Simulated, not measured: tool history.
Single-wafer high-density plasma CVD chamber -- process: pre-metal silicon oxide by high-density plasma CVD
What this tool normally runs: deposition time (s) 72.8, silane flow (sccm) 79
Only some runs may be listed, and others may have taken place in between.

run   hour  deposition time (s)  silane flow (sccm)  read-back reference wafer on the same gauge, thickness_nm  mean film thickness on the monitor wafer (Å)
  1      0                 67.3                  79                                                    541.728                                        5244.5
  2   37.1                 67.3                  79                                                    542.133                                       5231.84
  3  102.8                 72.8                  70                                                    542.781                                       5133.76
  4    137                 72.8                  79                                                     543.25                                        5703.1
  5  186.8                 72.8                  79                                                    544.665                                       5703.44
  6  254.7                 72.8                  79                                                    545.933                                       5682.58
  7  304.3                 72.8                  79                                                     546.68                                        5701.2
  8  329.1                 72.8                  79                                                    546.887                                       5773.36

Run 9 is up next; what results do you expect?
  9  492.5                 72.8                  64                                                          ?                                             ?

Run 9 came out at read-back reference wafer on the same gauge, thickness_nm 551.105, mean film thickness on the monitor wafer (Å) 4767.02.
With the hidden condition absent and the run-to-run variation left alone, this run would have shown mean film thickness on the monitor wafer (Å) 4637.03.
